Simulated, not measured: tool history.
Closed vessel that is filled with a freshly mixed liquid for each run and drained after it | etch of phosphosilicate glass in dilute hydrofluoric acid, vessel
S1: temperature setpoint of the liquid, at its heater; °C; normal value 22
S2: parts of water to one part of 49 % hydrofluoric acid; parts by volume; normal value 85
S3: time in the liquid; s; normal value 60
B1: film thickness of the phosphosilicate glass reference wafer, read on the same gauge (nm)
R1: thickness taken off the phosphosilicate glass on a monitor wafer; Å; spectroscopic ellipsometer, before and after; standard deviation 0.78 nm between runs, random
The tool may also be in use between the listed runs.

run	hour	S1	S2	S3	B1	R1
1	0	23.5	85	45	90.03	993.1
2	10.1	22	85	60	90.02	1237.2
3	23.5	22	85	60	89.99	1228.3
4	36.3	22	85	60	90	1234.3
5	43.4	22	85	60	90.02	1232.1
6	54.1	22	85	60	89.98	1243.8
7	67.9	22	85	80	90.03	1636.4
8	74.5	22	85	80	89.97	1649.1
9	91	22	85	80	90.02	1645.5
10	106.7	22	70	60	90.01	1539.5
11	124.2	22	85	60	89.99	1230.5
12	132.2	22	85	60	89.98	1221.1
13	149.6	22	85	40	90.02	820.9
14	163.3	26	50	85	90.02	3663.3
15	171.3	22	125	60	90.01	798.5
16	179.9	20.5	70	60	90.02	1427.7
17	190.9	17.5	85	75	90	1259.1
18	205.7	22	85	60	89.99	1223.6
# hour 211.5: thermometer replaced
19	211.9	22	105	45	89.96	693.3
20	219.6	22	85	60	89.99	1159.3
# hour 247.9: gauge calibrated
# hour 252.9: hydrofluoric acid flow meter replaced
21	254.9	22	85	85	90	1638.1
22	274.6	23.5	50	95	90.03	3428.1
23	283.3	23.5	115	85	90.01	1251.2
# hour 285.6: thermometer replaced, repeated, since the last time left the tool worse
24	296.7	26.5	95	35	90.04	799
25	304.9	25.5	115	70	90.01	1258
26	321.8	22	85	60	89.99	1320.3

Predict each of these 5 candidate next runs independently; none follows another, all start after run 26:
A	322.5	22	85	75	?	?
B	322.5	24	70	60	?	?
C	322.5	22	120	45	?	?
D	322.5	22	55	60	?	?
E	322.5	20	60	85	?	?

run	B1	R1
A	90.01	1637.3
B	90.01	1757.7
C	90.01	668.1
D	90.01	2100
E	90.01	2492.4
The same runs, with their run-to-run variation unchanged, on a tool lacking any hidden condition would have given:
run	R1
A	1646
B	1767
C	671.6
D	2111.4
E	2506.1

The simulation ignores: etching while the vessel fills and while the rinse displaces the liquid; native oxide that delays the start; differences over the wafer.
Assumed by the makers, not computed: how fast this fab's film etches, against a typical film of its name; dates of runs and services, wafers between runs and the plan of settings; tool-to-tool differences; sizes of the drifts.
